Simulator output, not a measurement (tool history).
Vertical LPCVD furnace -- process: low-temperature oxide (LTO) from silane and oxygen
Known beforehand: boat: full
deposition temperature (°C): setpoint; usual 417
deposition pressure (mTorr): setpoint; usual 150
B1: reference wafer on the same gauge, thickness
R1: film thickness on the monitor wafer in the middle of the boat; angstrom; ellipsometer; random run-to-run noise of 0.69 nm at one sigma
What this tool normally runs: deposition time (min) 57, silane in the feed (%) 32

{"run": 1, "hour": 0.0, "deposition temperature (°C)": 417, "deposition pressure (mTorr)": 150, "deposition time (min)": 57, "silane in the feed (%)": 32, "B1": 373.45, "R1": 3347.2}
{"run": 2, "hour": 30.7, "deposition temperature (°C)": 417, "deposition pressure (mTorr)": 150, "deposition time (min)": 57, "silane in the feed (%)": 32, "B1": 373.19, "R1": 3335.7}
{"run": 3, "hour": 76.6, "deposition temperature (°C)": 417, "deposition pressure (mTorr)": 150, "deposition time (min)": 57, "silane in the feed (%)": 32, "B1": 373.24, "R1": 3331.3}
{"run": 4, "hour": 82.0, "deposition temperature (°C)": 417, "deposition pressure (mTorr)": 150, "deposition time (min)": 57, "silane in the feed (%)": 27, "B1": 373.04, "R1": 2616.4}
{"run": 5, "hour": 87.4, "deposition temperature (°C)": 417, "deposition pressure (mTorr)": 150, "deposition time (min)": 57, "silane in the feed (%)": 27, "B1": 373.36, "R1": 2625.2}
{"run": 6, "hour": 92.8, "deposition temperature (°C)": 417, "deposition pressure (mTorr)": 150, "deposition time (min)": 57, "silane in the feed (%)": 27, "B1": 372.95, "R1": 2621.2}
{"run": 7, "hour": 115.0, "deposition temperature (°C)": 426, "deposition pressure (mTorr)": 125, "deposition time (min)": 57, "silane in the feed (%)": 36, "B1": 372.82, "R1": 3580.6}
{"run": 8, "hour": 136.5, "deposition temperature (°C)": 417, "deposition pressure (mTorr)": 185, "deposition time (min)": 79, "silane in the feed (%)": 27, "B1": 372.84, "R1": 4480.3}
{"run": 9, "hour": 164.1, "deposition temperature (°C)": 417, "deposition pressure (mTorr)": 115, "deposition time (min)": 69, "silane in the feed (%)": 32, "B1": 372.89, "R1": 3105.9}
{"run": 10, "hour": 187.3, "deposition temperature (°C)": 417, "deposition pressure (mTorr)": 135, "deposition time (min)": 76.5, "silane in the feed (%)": 32, "B1": 372.55, "R1": 4032.2}
{"run": 11, "hour": 204.5, "deposition temperature (°C)": 417, "deposition pressure (mTorr)": 115, "deposition time (min)": 57, "silane in the feed (%)": 32, "B1": 372.55, "R1": 2553.6}
{"run": 12, "hour": 217.0, "deposition temperature (°C)": 411, "deposition pressure (mTorr)": 150, "deposition time (min)": 64, "silane in the feed (%)": 35, "B1": 372.47, "R1": 3950.6}
{"run": 13, "hour": 275.3, "deposition temperature (°C)": 417, "deposition pressure (mTorr)": 150, "deposition time (min)": 72.5, "silane in the feed (%)": 34, "B1": 372.04, "R1": 4600.8}
{"run": 14, "hour": 294.9, "deposition temperature (°C)": 425, "deposition pressure (mTorr)": 150, "deposition time (min)": 57, "silane in the feed (%)": 38, "B1": 372, "R1": 4512.7}
{"run": 15, "hour": 326.5, "deposition temperature (°C)": 409, "deposition pressure (mTorr)": 165, "deposition time (min)": 78.5, "silane in the feed (%)": 28, "B1": 371.77, "R1": 3811.3}
{"run": 16, "hour": 345.1, "deposition temperature (°C)": 410, "deposition pressure (mTorr)": 150, "deposition time (min)": 43, "silane in the feed (%)": 32, "B1": 371.78, "R1": 2317.2}
{"run": 17, "hour": 360.2, "deposition temperature (°C)": 417, "deposition pressure (mTorr)": 150, "deposition time (min)": 57, "silane in the feed (%)": 36, "B1": 371.68, "R1": 3890.8}
{"run": 18, "hour": 392.9, "deposition temperature (°C)": 417, "deposition pressure (mTorr)": 150, "deposition time (min)": 47.5, "silane in the feed (%)": 30, "B1": 371.4, "R1": 2537}
{"run": 19, "hour": 410.9, "deposition temperature (°C)": 417, "deposition pressure (mTorr)": 150, "deposition time (min)": 43, "silane in the feed (%)": 32, "B1": 371.61, "R1": 2508.7}
{"run": 20, "hour": 445.3, "deposition temperature (°C)": 417, "deposition pressure (mTorr)": 150, "deposition time (min)": 57, "silane in the feed (%)": 32, "B1": 371.24, "R1": 3331.4}
{"run": 21, "hour": 480.0, "deposition temperature (°C)": 406, "deposition pressure (mTorr)": 115, "deposition time (min)": 57, "silane in the feed (%)": 32, "B1": 374.96, "R1": 2276.9}
{"run": 22, "hour": 497.2, "deposition temperature (°C)": 424, "deposition pressure (mTorr)": 125, "deposition time (min)": 73.5, "silane in the feed (%)": 38, "B1": 375.41, "R1": 4859.9}
{"run": 23, "hour": 602.4, "deposition temperature (°C)": 417, "deposition pressure (mTorr)": 150, "deposition time (min)": 37.5, "silane in the feed (%)": 32, "B1": 375.32, "R1": 2215.9}
{"run": 24, "hour": 618.7, "deposition temperature (°C)": 417, "deposition pressure (mTorr)": 150, "deposition time (min)": 43, "silane in the feed (%)": 32, "B1": 375.07, "R1": 2542.2}
{"run": 25, "hour": 639.9, "deposition temperature (°C)": 421, "deposition pressure (mTorr)": 150, "deposition time (min)": 50, "silane in the feed (%)": 36, "B1": 374.92, "R1": 3590.9}
{"run": 26, "hour": 652.8, "deposition temperature (°C)": 417, "deposition pressure (mTorr)": 150, "deposition time (min)": 57, "silane in the feed (%)": 32, "B1": 374.99, "R1": 3374.3}
{"run": 27, "hour": 681.7, "deposition temperature (°C)": 417, "deposition pressure (mTorr)": 150, "deposition time (min)": 57, "silane in the feed (%)": 32, "B1": 375.09, "R1": 3361.6}
{"run": 28, "hour": 705.6, "deposition temperature (°C)": 417, "deposition pressure (mTorr)": 150, "deposition time (min)": 57, "silane in the feed (%)": 32, "B1": 374.91, "R1": 3372.1}
{"run": 29, "hour": 727.2, "deposition temperature (°C)": 417, "deposition pressure (mTorr)": 150, "deposition time (min)": 77.5, "silane in the feed (%)": 32, "B1": 375.07, "R1": 4564.1}
{"run": 30, "hour": 750.1, "deposition temperature (°C)": 417, "deposition pressure (mTorr)": 150, "deposition time (min)": 57, "silane in the feed (%)": 32, "B1": 374.85, "R1": 3366.4}
{"run": 31, "hour": 774.6, "deposition temperature (°C)": 426, "deposition pressure (mTorr)": 150, "deposition time (min)": 66, "silane in the feed (%)": 36, "B1": 374.95, "R1": 4992.5}

Not shown here: 3 entries made in the log between runs. Locate each between two listed runs and compare the hidden state at the listed run before it with the hidden state at the listed run after it:
After run 2, before run 3: thermocouples replaced and temperature profile calibrated (hour 58.4); silane flow controller replaced (hour 76.1)
  gauge reads high (%): -0.432 -> -0.486
  measured result minus the result with no hidden state, R1: -14.5 -> -16.2 angstrom
After run 20, before run 21: gauge calibrated (hour 449.2)
  gauge reads high (%): -1.03 -> 0.0426
  measured result minus the result with no hidden state, R1: -34.6 -> +0.9 angstrom

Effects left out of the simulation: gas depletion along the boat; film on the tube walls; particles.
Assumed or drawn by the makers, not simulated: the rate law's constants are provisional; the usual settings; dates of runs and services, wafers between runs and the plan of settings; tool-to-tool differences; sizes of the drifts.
